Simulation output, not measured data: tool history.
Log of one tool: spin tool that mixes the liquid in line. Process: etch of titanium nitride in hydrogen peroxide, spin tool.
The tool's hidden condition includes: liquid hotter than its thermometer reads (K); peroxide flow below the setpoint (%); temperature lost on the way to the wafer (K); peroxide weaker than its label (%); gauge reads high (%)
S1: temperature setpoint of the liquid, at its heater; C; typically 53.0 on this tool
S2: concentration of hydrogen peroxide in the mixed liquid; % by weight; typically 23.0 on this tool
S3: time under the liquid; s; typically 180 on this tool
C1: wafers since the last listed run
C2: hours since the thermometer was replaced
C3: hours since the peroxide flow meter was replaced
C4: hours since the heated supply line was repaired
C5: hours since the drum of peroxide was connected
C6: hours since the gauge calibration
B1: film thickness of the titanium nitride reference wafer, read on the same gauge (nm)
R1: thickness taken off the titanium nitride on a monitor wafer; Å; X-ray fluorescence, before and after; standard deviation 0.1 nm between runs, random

{"run": 1, "hour": 0.0, "S1": 53.0, "S2": 23.0, "S3": 160, "C1": 0, "C2": 1465.3, "C3": 958.0, "C4": 1470.4, "C5": 112.9, "C6": 991.4, "B1": 41.56, "R1": 123.5}
{"hour": 0.3, "done": "gauge calibrated"}
{"run": 2, "hour": 34.5, "S1": 56.5, "S2": 28.5, "S3": 135, "C1": 315, "C2": 1499.8, "C3": 992.5, "C4": 1504.9, "C5": 147.4, "C6": 34.2, "B1": 40.2, "R1": 133.1}
{"run": 3, "hour": 47.1, "S1": 62.5, "S2": 23.0, "S3": 180, "C1": 115, "C2": 1512.4, "C3": 1005.1, "C4": 1517.5, "C5": 160.0, "C6": 46.8, "B1": 40.27, "R1": 254.2}
{"run": 4, "hour": 76.4, "S1": 44.0, "S2": 26.5, "S3": 125, "C1": 267, "C2": 1541.7, "C3": 1034.4, "C4": 1546.8, "C5": 189.3, "C6": 76.1, "B1": 40.26, "R1": 49.7}
{"run": 5, "hour": 107.3, "S1": 43.5, "S2": 23.0, "S3": 180, "C1": 282, "C2": 1572.6, "C3": 1065.3, "C4": 1577.7, "C5": 220.2, "C6": 107.0, "B1": 40.27, "R1": 66.4}
{"hour": 111.3, "done": "thermometer replaced"}
{"run": 6, "hour": 125.0, "S1": 61.5, "S2": 26.0, "S3": 240, "C1": 152, "C2": 13.7, "C3": 1083.0, "C4": 1595.4, "C5": 237.9, "C6": 124.7, "B1": 40.33, "R1": 331.6}
{"run": 7, "hour": 143.4, "S1": 53.0, "S2": 23.0, "S3": 180, "C1": 168, "C2": 32.1, "C3": 1101.4, "C4": 1613.8, "C5": 256.3, "C6": 143.1, "B1": 40.38, "R1": 132.9}
{"run": 8, "hour": 161.5, "S1": 57.0, "S2": 18.5, "S3": 115, "C1": 165, "C2": 50.2, "C3": 1119.5, "C4": 1631.9, "C5": 274.4, "C6": 161.2, "B1": 40.43, "R1": 107.5}
{"run": 9, "hour": 175.4, "S1": 53.0, "S2": 23.0, "S3": 130, "C1": 127, "C2": 64.1, "C3": 1133.4, "C4": 1645.8, "C5": 288.3, "C6": 175.1, "B1": 40.44, "R1": 96.1}
{"run": 10, "hour": 225.2, "S1": 48.0, "S2": 18.0, "S3": 245, "C1": 455, "C2": 113.9, "C3": 1183.2, "C4": 1695.6, "C5": 338.1, "C6": 224.9, "B1": 40.46, "R1": 121.1}
{"run": 11, "hour": 283.7, "S1": 53.0, "S2": 20.0, "S3": 180, "C1": 534, "C2": 172.4, "C3": 1241.7, "C4": 1754.1, "C5": 396.6, "C6": 283.4, "B1": 40.57, "R1": 129.6}
{"hour": 329.6, "done": "peroxide flow meter replaced"}
{"run": 12, "hour": 374.0, "S1": 47.0, "S2": 17.5, "S3": 180, "C1": 815, "C2": 262.7, "C3": 44.4, "C4": 1844.4, "C5": 486.9, "C6": 373.7, "B1": 40.7, "R1": 82.9}
{"hour": 390.8, "done": "new drum of peroxide connected"}
{"run": 13, "hour": 405.5, "S1": 53.0, "S2": 23.0, "S3": 250, "C1": 278, "C2": 294.2, "C3": 75.9, "C4": 1875.9, "C5": 14.7, "C6": 405.2, "B1": 40.77, "R1": 186.2}
{"hour": 431.4, "done": "heated supply line repaired"}
{"run": 14, "hour": 431.9, "S1": 43.5, "S2": 16.5, "S3": 280, "C1": 232, "C2": 320.6, "C3": 102.3, "C4": 0.5, "C5": 41.1, "C6": 431.6, "B1": 40.79, "R1": 98.8}
{"run": 15, "hour": 448.8, "S1": 53.0, "S2": 23.0, "S3": 240, "C1": 154, "C2": 337.5, "C3": 119.2, "C4": 17.4, "C5": 58.0, "C6": 448.5, "B1": 40.93, "R1": 182.4}
{"run": 16, "hour": 464.5, "S1": 50.5, "S2": 23.0, "S3": 180, "C1": 143, "C2": 353.2, "C3": 134.9, "C4": 33.1, "C5": 73.7, "C6": 464.2, "B1": 40.88, "R1": 113.3}
{"run": 17, "hour": 524.7, "S1": 53.0, "S2": 23.0, "S3": 235, "C1": 550, "C2": 413.4, "C3": 195.1, "C4": 93.3, "C5": 133.9, "C6": 524.4, "B1": 40.99, "R1": 178.6}
{"run": 18, "hour": 553.7, "S1": 45.0, "S2": 21.0, "S3": 270, "C1": 264, "C2": 442.4, "C3": 224.1, "C4": 122.3, "C5": 162.9, "C6": 553.4, "B1": 40.98, "R1": 110.6}
{"run": 19, "hour": 587.5, "S1": 49.5, "S2": 23.0, "S3": 260, "C1": 308, "C2": 476.2, "C3": 257.9, "C4": 156.1, "C5": 196.7, "C6": 587.2, "B1": 41.1, "R1": 154.2}
{"run": 20, "hour": 601.2, "S1": 53.0, "S2": 23.0, "S3": 180, "C1": 125, "C2": 489.9, "C3": 271.6, "C4": 169.8, "C5": 210.4, "C6": 600.9, "B1": 41.13, "R1": 137.2}
{"run": 21, "hour": 625.2, "S1": 53.0, "S2": 23.0, "S3": 135, "C1": 219, "C2": 513.9, "C3": 295.6, "C4": 193.8, "C5": 234.4, "C6": 624.9, "B1": 41.16, "R1": 103.6}
{"run": 22, "hour": 646.9, "S1": 53.0, "S2": 23.0, "S3": 180, "C1": 198, "C2": 535.6, "C3": 317.3, "C4": 215.5, "C5": 256.1, "C6": 646.6, "B1": 41.14, "R1": 137.2}
{"run": 23, "hour": 679.5, "S1": 47.0, "S2": 17.5, "S3": 180, "C1": 297, "C2": 568.2, "C3": 349.9, "C4": 248.1, "C5": 288.7, "C6": 679.2, "B1": 41.23, "R1": 83.8}
{"run": 24, "hour": 711.5, "S1": 53.0, "S2": 23.0, "S3": 180, "C1": 292, "C2": 600.2, "C3": 381.9, "C4": 280.1, "C5": 320.7, "C6": 711.2, "B1": 41.33, "R1": 135.7}

Forecast each of these 5 alternatives for the next run:
{"run": "A", "hour": 712.0, "S1": 53.0, "S2": 23.0, "S3": 180, "C1": 4, "C2": 600.7, "C3": 382.4, "C4": 280.6, "C5": 321.2, "C6": 711.7, "B1": "?", "R1": "?"}
{"run": "B", "hour": 712.0, "S1": 53.0, "S2": 27.0, "S3": 180, "C1": 4, "C2": 600.7, "C3": 382.4, "C4": 280.6, "C5": 321.2, "C6": 711.7, "B1": "?", "R1": "?"}
{"run": "C", "hour": 712.0, "S1": 53.0, "S2": 28.5, "S3": 135, "C1": 4, "C2": 600.7, "C3": 382.4, "C4": 280.6, "C5": 321.2, "C6": 711.7, "B1": "?", "R1": "?"}
{"run": "D", "hour": 712.0, "S1": 48.0, "S2": 29.5, "S3": 285, "C1": 4, "C2": 600.7, "C3": 382.4, "C4": 280.6, "C5": 321.2, "C6": 711.7, "B1": "?", "R1": "?"}
{"run": "E", "hour": 712.0, "S1": 49.0, "S2": 23.0, "S3": 220, "C1": 4, "C2": 600.7, "C3": 382.4, "C4": 280.6, "C5": 321.2, "C6": 711.7, "B1": "?", "R1": "?"}

run=A B1=41.35 R1=135.4
run=B B1=41.35 R1=140.2
run=C B1=41.35 R1=106.4
run=D B1=41.35 R1=157.9
run=E B1=41.35 R1=124.2
Had the tool no hidden state, the same runs would have come out as:
run=A R1=131.2
run=B R1=135.9
run=C R1=103.1
run=D R1=153.0
run=E R1=120.3

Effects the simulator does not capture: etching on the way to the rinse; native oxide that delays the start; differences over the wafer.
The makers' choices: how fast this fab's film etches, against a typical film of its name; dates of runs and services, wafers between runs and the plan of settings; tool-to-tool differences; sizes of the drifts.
